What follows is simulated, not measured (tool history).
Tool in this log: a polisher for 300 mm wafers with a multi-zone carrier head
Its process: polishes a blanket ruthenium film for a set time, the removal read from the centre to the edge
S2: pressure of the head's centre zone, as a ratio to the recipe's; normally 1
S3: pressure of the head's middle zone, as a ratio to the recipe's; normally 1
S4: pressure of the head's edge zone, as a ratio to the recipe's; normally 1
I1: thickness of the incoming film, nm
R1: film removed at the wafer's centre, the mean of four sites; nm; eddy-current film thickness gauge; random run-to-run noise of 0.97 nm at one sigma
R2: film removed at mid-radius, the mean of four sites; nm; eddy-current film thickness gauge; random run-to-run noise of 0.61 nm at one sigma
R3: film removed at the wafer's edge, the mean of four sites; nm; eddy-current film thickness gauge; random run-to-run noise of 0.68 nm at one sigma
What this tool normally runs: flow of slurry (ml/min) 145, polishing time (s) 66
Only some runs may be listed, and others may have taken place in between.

run 1 day=0 | flow_of_slurry_(ml/min)=180 S2=1.04 S3=1.08 S4=1 polishing_time_(s)=44 | I1=325.9 | R1=50.9 R2=49.8 R3=47.4
run 2 day=0.754 | flow_of_slurry_(ml/min)=160 S2=1 S3=0.97 S4=0.93 polishing_time_(s)=45 | I1=324.7 | R1=48.8 R2=46.5 R3=45.9
run 3 day=1.946 | flow_of_slurry_(ml/min)=145 S2=1.1 S3=0.89 S4=1 polishing_time_(s)=66 | I1=321.7 | R1=77 R2=64.4 R3=68.2
run 4 day=3.112 | flow_of_slurry_(ml/min)=145 S2=1 S3=1 S4=1 polishing_time_(s)=66 | I1=317.4 | R1=70 R2=68.8 R3=68.3
run 5 day=3.921 | flow_of_slurry_(ml/min)=145 S2=1 S3=1.03 S4=1 polishing_time_(s)=66 | I1=318.4 | R1=69.1 R2=69.9 R3=68.1
run 6 day=4.825 | flow_of_slurry_(ml/min)=145 S2=1 S3=1 S4=1 polishing_time_(s)=66 | I1=322.6 | R1=71.8 R2=69.8 R3=68.7
-- day=5.358 slurry nozzle cleaned
run 7 day=5.379 | flow_of_slurry_(ml/min)=145 S2=1 S3=1 S4=1 polishing_time_(s)=66 | I1=320.9 | R1=69.3 R2=69.3 R3=70
run 8 day=6.267 | flow_of_slurry_(ml/min)=165 S2=1.05 S3=1 S4=0.94 polishing_time_(s)=66 | I1=315.7 | R1=75.2 R2=71.4 R3=68.4
run 9 day=6.792 | flow_of_slurry_(ml/min)=180 S2=1.04 S3=1.08 S4=1 polishing_time_(s)=44 | I1=323.8 | R1=50.6 R2=50.1 R3=46.8
run 10 day=8.088 | flow_of_slurry_(ml/min)=180 S2=1 S3=1 S4=0.95 polishing_time_(s)=44 | I1=316.7 | R1=49.2 R2=47.7 R3=44.8
-- day=9.362 centre zone pressure recalibrated
run 11 day=10.592 | flow_of_slurry_(ml/min)=180 S2=1 S3=1.05 S4=1.11 polishing_time_(s)=66 | I1=321.6 | R1=73.6 R2=74.2 R3=73.5
-- day=11.638 worn pad replaced by a new one
run 12 day=11.946 | flow_of_slurry_(ml/min)=145 S2=1 S3=1.1 S4=1 polishing_time_(s)=66 | I1=320.4 | R1=70.3 R2=72.3 R3=68
run 13 day=15.546 | flow_of_slurry_(ml/min)=100 S2=0.97 S3=0.9 S4=1.06 polishing_time_(s)=66 | I1=320.7 | R1=59.9 R2=59.4 R3=66.4
run 14 day=16.183 | flow_of_slurry_(ml/min)=165 S2=1 S3=1 S4=1 polishing_time_(s)=88 | I1=320.5 | R1=94.8 R2=92.2 R3=93
run 15 day=16.8 | flow_of_slurry_(ml/min)=145 S2=1 S3=1 S4=1 polishing_time_(s)=66 | I1=319.3 | R1=70.1 R2=70.6 R3=69.1
-- day=17.388 slurry nozzle cleaned
run 16 day=17.538 | flow_of_slurry_(ml/min)=145 S2=1 S3=1 S4=1 polishing_time_(s)=66 | I1=326 | R1=70.4 R2=68.5 R3=68.6
run 17 day=18.35 | flow_of_slurry_(ml/min)=95 S2=1 S3=1 S4=1 polishing_time_(s)=78 | I1=323.9 | R1=72.4 R2=73.8 R3=76.4
run 18 day=19.512 | flow_of_slurry_(ml/min)=115 S2=0.97 S3=0.92 S4=0.94 polishing_time_(s)=66 | I1=319.6 | R1=64 R2=63.2 R3=64.7
run 19 day=20.204 | flow_of_slurry_(ml/min)=145 S2=1 S3=0.88 S4=0.95 polishing_time_(s)=66 | I1=317.1 | R1=71.1 R2=64.8 R3=67
run 20 day=20.883 | flow_of_slurry_(ml/min)=110 S2=1 S3=1 S4=1 polishing_time_(s)=48 | I1=316.7 | R1=47 R2=47.3 R3=48.1
run 21 day=22.008 | flow_of_slurry_(ml/min)=145 S2=1 S3=1 S4=1 polishing_time_(s)=77 | I1=322.1 | R1=83.3 R2=81.7 R3=80.2
run 22 day=23.329 | flow_of_slurry_(ml/min)=145 S2=1 S3=1 S4=1 polishing_time_(s)=66 | I1=322.6 | R1=68.6 R2=69.6 R3=69.5
-- day=24.008 worn pad replaced by a new one
run 23 day=24.325 | flow_of_slurry_(ml/min)=170 S2=1 S3=1 S4=1 polishing_time_(s)=66 | I1=312.8 | R1=72.4 R2=71.4 R3=69.7
run 24 day=25.596 | flow_of_slurry_(ml/min)=145 S2=1 S3=1 S4=1 polishing_time_(s)=66 | I1=324.9 | R1=69.5 R2=68.4 R3=68

Forecast each of these 3 alternatives for the next run:
run A day=25.617 | flow_of_slurry_(ml/min)=145 S2=1 S3=1 S4=1 polishing_time_(s)=66 | I1=320.8 | R1=? R2=? R3=?
run B day=25.617 | flow_of_slurry_(ml/min)=185 S2=1.04 S3=1 S4=1 polishing_time_(s)=66 | I1=320.8 | R1=? R2=? R3=?
run C day=25.617 | flow_of_slurry_(ml/min)=165 S2=1 S3=1 S4=1 polishing_time_(s)=66 | I1=320.8 | R1=? R2=? R3=?

run=A R1=71.3 R2=68.6 R3=69.2
run=B R1=77.8 R2=71.5 R3=71.4
run=C R1=73.2 R2=70.2 R3=70.5
The same runs, with their run-to-run variation unchanged, on a tool lacking any hidden condition would have given:
run=A R1=71.3 R2=68.6 R3=69.2
run=B R1=77.8 R2=71.5 R3=71.4
run=C R1=73.2 R2=70.2 R3=70.5
